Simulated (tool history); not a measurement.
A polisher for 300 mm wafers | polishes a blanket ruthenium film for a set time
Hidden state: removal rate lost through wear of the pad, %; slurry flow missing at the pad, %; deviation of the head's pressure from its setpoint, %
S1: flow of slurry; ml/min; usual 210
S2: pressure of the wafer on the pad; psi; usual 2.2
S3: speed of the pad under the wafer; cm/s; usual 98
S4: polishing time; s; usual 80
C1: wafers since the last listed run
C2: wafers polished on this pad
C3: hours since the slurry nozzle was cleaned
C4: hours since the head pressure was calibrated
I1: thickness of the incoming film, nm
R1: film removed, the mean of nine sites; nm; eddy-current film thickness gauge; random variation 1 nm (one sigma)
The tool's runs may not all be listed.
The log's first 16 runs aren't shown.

{"run": 17, "hour": 507.0, "S1": 210, "S2": 2.2, "S3": 98, "S4": 80, "C1": 455, "C2": 1488, "C3": 550.0, "C4": 352.0, "I1": 592.2, "R1": 103.0}
{"hour": 528.8, "done": "slurry nozzle cleaned"}
{"run": 18, "hour": 542.7, "S1": 210, "S2": 2.2, "S3": 124, "S4": 80, "C1": 440, "C2": 1928, "C3": 13.9, "C4": 387.7, "I1": 589.8, "R1": 133.0}
{"run": 19, "hour": 560.8, "S1": 210, "S2": 2.2, "S3": 98, "S4": 80, "C1": 229, "C2": 2158, "C3": 32.0, "C4": 405.8, "I1": 591.6, "R1": 105.2}
{"run": 20, "hour": 587.6, "S1": 165, "S2": 2.7, "S3": 98, "S4": 71, "C1": 339, "C2": 2498, "C3": 58.8, "C4": 432.6, "I1": 587.7, "R1": 105.2}
{"run": 21, "hour": 610.7, "S1": 190, "S2": 1.6, "S3": 122, "S4": 65, "C1": 293, "C2": 2791, "C3": 81.9, "C4": 455.7, "I1": 589.0, "R1": 82.6}
{"hour": 628.0, "done": "worn pad replaced by a new one"}
{"run": 22, "hour": 641.5, "S1": 210, "S2": 2.2, "S3": 98, "S4": 72, "C1": 339, "C2": 171, "C3": 112.7, "C4": 486.5, "I1": 600.0, "R1": 94.6}
{"run": 23, "hour": 676.6, "S1": 255, "S2": 2.2, "S3": 98, "S4": 80, "C1": 445, "C2": 616, "C3": 147.8, "C4": 521.6, "I1": 591.2, "R1": 107.7}
{"run": 24, "hour": 710.8, "S1": 140, "S2": 2.0, "S3": 98, "S4": 80, "C1": 433, "C2": 1050, "C3": 182.0, "C4": 555.8, "I1": 588.6, "R1": 91.9}
{"run": 25, "hour": 731.6, "S1": 210, "S2": 1.8, "S3": 98, "S4": 80, "C1": 263, "C2": 1314, "C3": 202.8, "C4": 576.6, "I1": 588.8, "R1": 91.4}
{"run": 26, "hour": 759.3, "S1": 210, "S2": 2.2, "S3": 98, "S4": 61, "C1": 351, "C2": 1665, "C3": 230.5, "C4": 604.3, "I1": 588.5, "R1": 80.0}
{"run": 27, "hour": 784.8, "S1": 255, "S2": 2.2, "S3": 98, "S4": 69, "C1": 323, "C2": 1989, "C3": 256.0, "C4": 629.8, "I1": 589.3, "R1": 90.6}
{"run": 28, "hour": 818.6, "S1": 210, "S2": 2.6, "S3": 98, "S4": 102, "C1": 428, "C2": 2418, "C3": 289.8, "C4": 663.6, "I1": 597.0, "R1": 152.2}
{"run": 29, "hour": 830.8, "S1": 170, "S2": 2.2, "S3": 68, "S4": 106, "C1": 154, "C2": 2572, "C3": 302.0, "C4": 675.8, "I1": 584.2, "R1": 93.0}
{"run": 30, "hour": 851.7, "S1": 210, "S2": 2.2, "S3": 120, "S4": 61, "C1": 265, "C2": 2837, "C3": 322.9, "C4": 696.7, "I1": 593.3, "R1": 97.9}
{"run": 31, "hour": 877.9, "S1": 210, "S2": 2.2, "S3": 98, "S4": 72, "C1": 332, "C2": 3170, "C3": 349.1, "C4": 722.9, "I1": 582.8, "R1": 93.5}
{"hour": 899.6, "done": "worn pad replaced by a new one"}
{"run": 32, "hour": 907.2, "S1": 210, "S2": 2.2, "S3": 98, "S4": 80, "C1": 320, "C2": 96, "C3": 378.4, "C4": 752.2, "I1": 588.5, "R1": 103.0}
{"run": 33, "hour": 927.8, "S1": 260, "S2": 2.2, "S3": 98, "S4": 62, "C1": 261, "C2": 357, "C3": 399.0, "C4": 772.8, "I1": 585.1, "R1": 81.7}
{"run": 34, "hour": 952.4, "S1": 210, "S2": 2.2, "S3": 114, "S4": 80, "C1": 312, "C2": 669, "C3": 423.6, "C4": 797.4, "I1": 595.9, "R1": 122.4}
{"hour": 1036.6, "done": "slurry nozzle cleaned"}
{"run": 35, "hour": 1041.2, "S1": 175, "S2": 2.2, "S3": 98, "S4": 80, "C1": 1113, "C2": 1783, "C3": 4.6, "C4": 886.2, "I1": 587.6, "R1": 102.5}
{"run": 36, "hour": 1055.2, "S1": 210, "S2": 2.2, "S3": 98, "S4": 80, "C1": 177, "C2": 1961, "C3": 18.6, "C4": 900.2, "I1": 596.7, "R1": 102.7}
{"run": 37, "hour": 1077.8, "S1": 210, "S2": 2.2, "S3": 98, "S4": 80, "C1": 286, "C2": 2247, "C3": 41.2, "C4": 922.8, "I1": 586.3, "R1": 106.1}

4 ways to go on from here, each from the tool as it stands after run 37. What would each give?
{"run": "A", "hour": 1078.2, "S1": 210, "S2": 2.2, "S3": 98, "S4": 55, "C1": 5, "C2": 2252, "C3": 41.6, "C4": 923.2, "I1": 584.7, "R1": "?"}
{"run": "B", "hour": 1078.2, "S1": 180, "S2": 1.8, "S3": 130, "S4": 80, "C1": 5, "C2": 2252, "C3": 41.6, "C4": 923.2, "I1": 584.7, "R1": "?"}
{"run": "C", "hour": 1078.2, "S1": 165, "S2": 2.2, "S3": 132, "S4": 80, "C1": 5, "C2": 2252, "C3": 41.6, "C4": 923.2, "I1": 584.7, "R1": "?"}
{"run": "D", "hour": 1078.2, "S1": 150, "S2": 2.7, "S3": 98, "S4": 80, "C1": 5, "C2": 2252, "C3": 41.6, "C4": 923.2, "I1": 584.7, "R1": "?"}

run=A R1=71.1
run=B R1=117.3
run=C R1=135.5
run=D R1=115.6
Without the tool's hidden state the same runs would have given:
run=A R1=71.1
run=B R1=117.3
run=C R1=135.5
run=D R1=115.6

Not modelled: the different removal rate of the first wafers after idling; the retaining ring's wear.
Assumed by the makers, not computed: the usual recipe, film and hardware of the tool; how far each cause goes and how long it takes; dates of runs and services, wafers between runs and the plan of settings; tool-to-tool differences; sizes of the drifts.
